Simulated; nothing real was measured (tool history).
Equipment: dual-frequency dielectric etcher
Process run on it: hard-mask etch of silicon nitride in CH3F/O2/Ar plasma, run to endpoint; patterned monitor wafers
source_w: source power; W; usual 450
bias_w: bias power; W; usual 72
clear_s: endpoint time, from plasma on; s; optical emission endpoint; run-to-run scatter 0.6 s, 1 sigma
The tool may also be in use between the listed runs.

| run | hour | source_w | bias_w | incoming incoming film thickness, nm | clear_s |
|---|---|---|---|---|---|
| 1 | 0.0 | 450 | 72 | 54.3 | 74.1 |
| 2 | 10.6 | 400 | 72 | 55.3 | 79.3 |
| 3 | 16.8 | 400 | 72 | 54.7 | 79.2 |
| 4 | 31.3 | 400 | 72 | 54.7 | 78.8 |
| 5 | 46.4 | 450 | 72 | 54.4 | 74.6 |
| 6 | 53.5 | 450 | 72 | 55.1 | 77.0 |
| 7 | 66.6 | 450 | 72 | 55.0 | 75.5 |
| 8 | 78.9 | 410 | 72 | 54.5 | 78.0 |
| 9 | 91.3 | 410 | 72 | 55.1 | 77.5 |
| 10 | 105.8 | 450 | 72 | 55.3 | 75.9 |
| 11 | 123.7 | 450 | 72 | 54.6 | 74.9 |
| 12 | 137.9 | 450 | 72 | 55.0 | 75.3 |
| 13 | 154.9 | 450 | 72 | 54.7 | 74.3 |
| 14 | 201.8 | 450 | 72 | 55.3 | 75.4 |
| 15 | 218.8 | 450 | 72 | 54.8 | 75.6 |
| 16 | 228.5 | 550 | 84 | 54.9 | 65.9 |
| 17 | 236.5 | 550 | 72 | 54.9 | 69.9 |
| 18 | 248.2 | 450 | 54 | 55.0 | 80.8 |
| 19 | 256.1 | 450 | 63 | 54.6 | 78.8 |
| 20 | 263.2 | 450 | 56 | 55.1 | 82.6 |
| 21 | 300.2 | 510 | 79 | 54.3 | 69.3 |
| 22 | 300.5 | 360 | 82 | 54.8 | 79.3 |
| 23 | 300.9 | 370 | 90 | 55.1 | 76.8 |
| 24 | 309.9 | 450 | 58 | 54.9 | 78.6 |
| 25 | 323.2 | 450 | 72 | 55.4 | 75.6 |
| 26 | 338.3 | 450 | 72 | 55.1 | 75.4 |
| 27 | 351.1 | 550 | 59 | 55.1 | 73.2 |
| 28 | 358.3 | 550 | 88 | 54.7 | 65.6 |
| 29 | 381.3 | 450 | 54 | 54.6 | 82.7 |
| 30 | 393.2 | 380 | 82 | 54.9 | 77.3 |
| 31 | 401.2 | 400 | 57 | 55.7 | 85.3 |
| 32 | 452.6 | 350 | 72 | 54.8 | 82.1 |
| 33 | 466.8 | 450 | 72 | 54.8 | 75.4 |
| 34 | 479.5 | 520 | 87 | 54.7 | 67.7 |
| 35 | 496.2 | 450 | 72 | 55.1 | 75.5 |
| 36 | 511.1 | 410 | 90 | 55.5 | 73.2 |
| 37 | 522.2 | 500 | 89 | 54.3 | 67.5 |

Removed from this log: 4 entries logged between the listed runs. Between which two listed runs does each belong, and how does the tool's hidden state at the listed run before it compare with that at the listed run after it?
Runs 13 to 14: bias power generator calibrated (hour 180.6); upper electrode replaced (hour 183.1)
  the hidden state is the same at both runs
Runs 20 to 21: source power generator calibrated (hour 285.4); wet clean of the chamber (hour 299.7)
  the hidden state is the same at both runs

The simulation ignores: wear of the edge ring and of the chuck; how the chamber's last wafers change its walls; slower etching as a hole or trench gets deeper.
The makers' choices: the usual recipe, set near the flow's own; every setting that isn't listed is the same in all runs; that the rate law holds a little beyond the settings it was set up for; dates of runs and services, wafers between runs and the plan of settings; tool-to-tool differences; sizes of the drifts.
